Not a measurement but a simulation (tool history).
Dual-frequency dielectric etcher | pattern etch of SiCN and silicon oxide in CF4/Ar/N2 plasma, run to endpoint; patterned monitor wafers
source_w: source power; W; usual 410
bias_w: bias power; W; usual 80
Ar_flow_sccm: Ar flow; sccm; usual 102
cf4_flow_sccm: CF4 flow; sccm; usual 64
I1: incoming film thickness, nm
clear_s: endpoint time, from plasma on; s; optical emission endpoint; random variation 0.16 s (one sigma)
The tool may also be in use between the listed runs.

{"run": 1, "hour": 0.0, "source_w": 410, "bias_w": 80, "Ar_flow_sccm": 102, "cf4_flow_sccm": 64, "I1": 16.22, "clear_s": 18.0}
{"run": 2, "hour": 24.6, "source_w": 410, "bias_w": 80, "Ar_flow_sccm": 102, "cf4_flow_sccm": 64, "I1": 16.12, "clear_s": 17.8}
{"run": 3, "hour": 52.0, "source_w": 410, "bias_w": 80, "Ar_flow_sccm": 102, "cf4_flow_sccm": 64, "I1": 15.92, "clear_s": 17.4}
{"run": 4, "hour": 83.8, "source_w": 380, "bias_w": 63, "Ar_flow_sccm": 78, "cf4_flow_sccm": 80, "I1": 15.99, "clear_s": 17.6}
{"hour": 104.3, "done": "CF4 flow controller replaced"}
{"run": 5, "hour": 115.0, "source_w": 410, "bias_w": 86, "Ar_flow_sccm": 102, "cf4_flow_sccm": 69, "I1": 16.04, "clear_s": 17.2}
{"run": 6, "hour": 140.7, "source_w": 410, "bias_w": 80, "Ar_flow_sccm": 117, "cf4_flow_sccm": 64, "I1": 16.09, "clear_s": 18.0}
{"run": 7, "hour": 162.6, "source_w": 470, "bias_w": 80, "Ar_flow_sccm": 102, "cf4_flow_sccm": 64, "I1": 16.08, "clear_s": 15.5}
{"run": 8, "hour": 175.5, "source_w": 510, "bias_w": 80, "Ar_flow_sccm": 102, "cf4_flow_sccm": 53, "I1": 16.06, "clear_s": 15.4}
{"run": 9, "hour": 210.7, "source_w": 510, "bias_w": 80, "Ar_flow_sccm": 102, "cf4_flow_sccm": 53, "I1": 16.07, "clear_s": 15.0}
{"run": 10, "hour": 227.4, "source_w": 410, "bias_w": 80, "Ar_flow_sccm": 102, "cf4_flow_sccm": 77, "I1": 16.06, "clear_s": 16.9}
{"run": 11, "hour": 249.7, "source_w": 410, "bias_w": 62, "Ar_flow_sccm": 102, "cf4_flow_sccm": 71, "I1": 16.05, "clear_s": 17.7}
{"run": 12, "hour": 263.0, "source_w": 470, "bias_w": 70, "Ar_flow_sccm": 102, "cf4_flow_sccm": 64, "I1": 16.08, "clear_s": 16.0}
{"run": 13, "hour": 276.2, "source_w": 410, "bias_w": 80, "Ar_flow_sccm": 102, "cf4_flow_sccm": 64, "I1": 16.15, "clear_s": 17.4}
{"hour": 291.9, "done": "bias power generator calibrated"}
{"hour": 292.4, "done": "Ar flow controller replaced"}
{"hour": 298.2, "done": "source power generator calibrated"}
{"run": 14, "hour": 304.2, "source_w": 410, "bias_w": 80, "Ar_flow_sccm": 109, "cf4_flow_sccm": 57, "I1": 15.98, "clear_s": 17.7}
{"hour": 330.1, "done": "wet clean of the chamber"}
{"run": 15, "hour": 336.6, "source_w": 410, "bias_w": 80, "Ar_flow_sccm": 102, "cf4_flow_sccm": 64, "I1": 16.17, "clear_s": 18.1}
{"run": 16, "hour": 371.1, "source_w": 410, "bias_w": 80, "Ar_flow_sccm": 102, "cf4_flow_sccm": 64, "I1": 16.03, "clear_s": 17.7}
{"run": 17, "hour": 390.8, "source_w": 350, "bias_w": 95, "Ar_flow_sccm": 102, "cf4_flow_sccm": 52, "I1": 16.17, "clear_s": 20.3}
{"run": 18, "hour": 419.4, "source_w": 490, "bias_w": 95, "Ar_flow_sccm": 94, "cf4_flow_sccm": 64, "I1": 16.19, "clear_s": 15.0}
{"run": 19, "hour": 443.5, "source_w": 470, "bias_w": 92, "Ar_flow_sccm": 115, "cf4_flow_sccm": 64, "I1": 16.02, "clear_s": 16.0}
{"run": 20, "hour": 458.5, "source_w": 500, "bias_w": 60, "Ar_flow_sccm": 88, "cf4_flow_sccm": 73, "I1": 16.12, "clear_s": 15.2}
{"run": 21, "hour": 493.0, "source_w": 410, "bias_w": 88, "Ar_flow_sccm": 102, "cf4_flow_sccm": 69, "I1": 16.03, "clear_s": 17.3}
{"run": 22, "hour": 523.0, "source_w": 410, "bias_w": 92, "Ar_flow_sccm": 85, "cf4_flow_sccm": 64, "I1": 15.96, "clear_s": 16.5}
{"run": 23, "hour": 546.6, "source_w": 410, "bias_w": 80, "Ar_flow_sccm": 102, "cf4_flow_sccm": 64, "I1": 16.17, "clear_s": 17.7}
{"run": 24, "hour": 563.6, "source_w": 410, "bias_w": 80, "Ar_flow_sccm": 102, "cf4_flow_sccm": 64, "I1": 16.09, "clear_s": 17.8}

Forecast each of these 4 alternatives for the next run:
{"run": "A", "hour": 564.0, "source_w": 410, "bias_w": 80, "Ar_flow_sccm": 102, "cf4_flow_sccm": 64, "I1": 16.1, "clear_s": "?"}
{"run": "B", "hour": 564.0, "source_w": 510, "bias_w": 93, "Ar_flow_sccm": 102, "cf4_flow_sccm": 64, "I1": 16.1, "clear_s": "?"}
{"run": "C", "hour": 564.0, "source_w": 500, "bias_w": 88, "Ar_flow_sccm": 122, "cf4_flow_sccm": 55, "I1": 16.1, "clear_s": "?"}
{"run": "D", "hour": 564.0, "source_w": 410, "bias_w": 80, "Ar_flow_sccm": 102, "cf4_flow_sccm": 59, "I1": 16.1, "clear_s": "?"}

run=A clear_s=17.7
run=B clear_s=14.7
run=C clear_s=15.8
run=D clear_s=17.9
Without the tool's hidden state the same runs would have given:
run=A clear_s=18.1
run=B clear_s=15.0
run=C clear_s=16.2
run=D clear_s=18.3
